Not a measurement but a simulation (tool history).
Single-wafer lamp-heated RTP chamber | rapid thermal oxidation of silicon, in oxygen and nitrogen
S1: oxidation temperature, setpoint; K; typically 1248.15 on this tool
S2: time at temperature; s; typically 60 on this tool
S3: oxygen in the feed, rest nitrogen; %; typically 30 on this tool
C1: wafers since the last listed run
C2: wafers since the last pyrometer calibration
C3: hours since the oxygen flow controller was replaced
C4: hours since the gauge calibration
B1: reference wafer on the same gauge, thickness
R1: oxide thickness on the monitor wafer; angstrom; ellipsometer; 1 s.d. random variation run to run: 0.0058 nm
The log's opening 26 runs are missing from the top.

At hour 1379.1: pyrometer window cleaned and pyrometer calibrated.
Run 27, hour 1393.7: usual settings but S1 1258.15 K, S2 68 s, S3 17 %; C1 564; C2 178; C3 423.8; C4 530.7; B1 4.14. Result: R1 35.1 angstrom.
Run 28, hour 1424.5: usual settings but S1 1278.15 K, S2 80 s; C1 376; C2 555; C3 454.6; C4 561.5; B1 4.139. Result: R1 49.26 angstrom.
Run 29, hour 1480.6: usual settings but S1 1262.15 K, S2 71 s, S3 53 %; C1 685; C2 1240; C3 510.7; C4 617.6; B1 4.141. Result: R1 51.01 angstrom.
Run 30, hour 1544.2: usual settings but S2 82 s; C1 776; C2 2017; C3 574.3; C4 681.2; B1 4.139. Result: R1 41.3 angstrom.
Run 31, hour 1583.9: usual settings but S1 1257.15 K, S2 37 s, S3 43 %; C1 485; C2 2502; C3 614; C4 720.9; B1 4.139. Result: R1 36 angstrom.
Run 32, hour 1649.4: usual settings; C1 800; C2 3302; C3 679.5; C4 786.4; B1 4.138. Result: R1 36.94 angstrom.
Run 33, hour 1710.6: usual settings but S1 1277.15 K; C1 747; C2 4050; C3 740.7; C4 847.6; B1 4.141. Result: R1 44.05 angstrom.
Run 34, hour 1806.3: usual settings but S3 40 %; C1 1169; C2 5219; C3 836.4; C4 943.3; B1 4.142. Result: R1 39.95 angstrom.
Run 35, hour 1837.3: usual settings; C1 378; C2 5598; C3 867.4; C4 974.3; B1 4.139. Result: R1 36.99 angstrom.
Run 36, hour 1866.9: usual settings; C1 361; C2 5959; C3 897; C4 1003.9; B1 4.139. Result: R1 37.02 angstrom.
Run 37, hour 1914.7: usual settings but S1 1221.15 K, S2 70 s; C1 583; C2 6543; C3 944.8; C4 1051.7; B1 4.143. Result: R1 33.59 angstrom.
At hour 1944.2: pyrometer window cleaned and pyrometer calibrated.
Run 38, hour 1946.4: usual settings; C1 289; C2 27; C3 976.5; C4 1083.4; B1 4.14. Result: R1 36.49 angstrom.

Alternative continuations, all from the tool just after run 38; predict every row:
Run A, hour 1946.8: usual settings; C1 4; C2 31; C3 976.9; C4 1083.8; B1 ?. Result: R1 ?.
Run B, hour 1946.8: usual settings but S1 1232.15 K, S2 72 s, S3 52 %; C1 4; C2 31; C3 976.9; C4 1083.8; B1 ?. Result: R1 ?.
Run C, hour 1946.8: usual settings but S1 1222.15 K; C1 4; C2 31; C3 976.9; C4 1083.8; B1 ?. Result: R1 ?.
Run D, hour 1946.8: usual settings but S1 1269.15 K, S2 75 s, S3 57 %; C1 4; C2 31; C3 976.9; C4 1083.8; B1 ?. Result: R1 ?.

run     B1     R1
  A  4.137   36.4
  B  4.137  41.07
  C  4.137  31.87
  D  4.137  55.58
Without the tool's hidden state the same runs would have given:
run     R1
  A  36.58
  B  41.21
  C  31.99
  D  55.77

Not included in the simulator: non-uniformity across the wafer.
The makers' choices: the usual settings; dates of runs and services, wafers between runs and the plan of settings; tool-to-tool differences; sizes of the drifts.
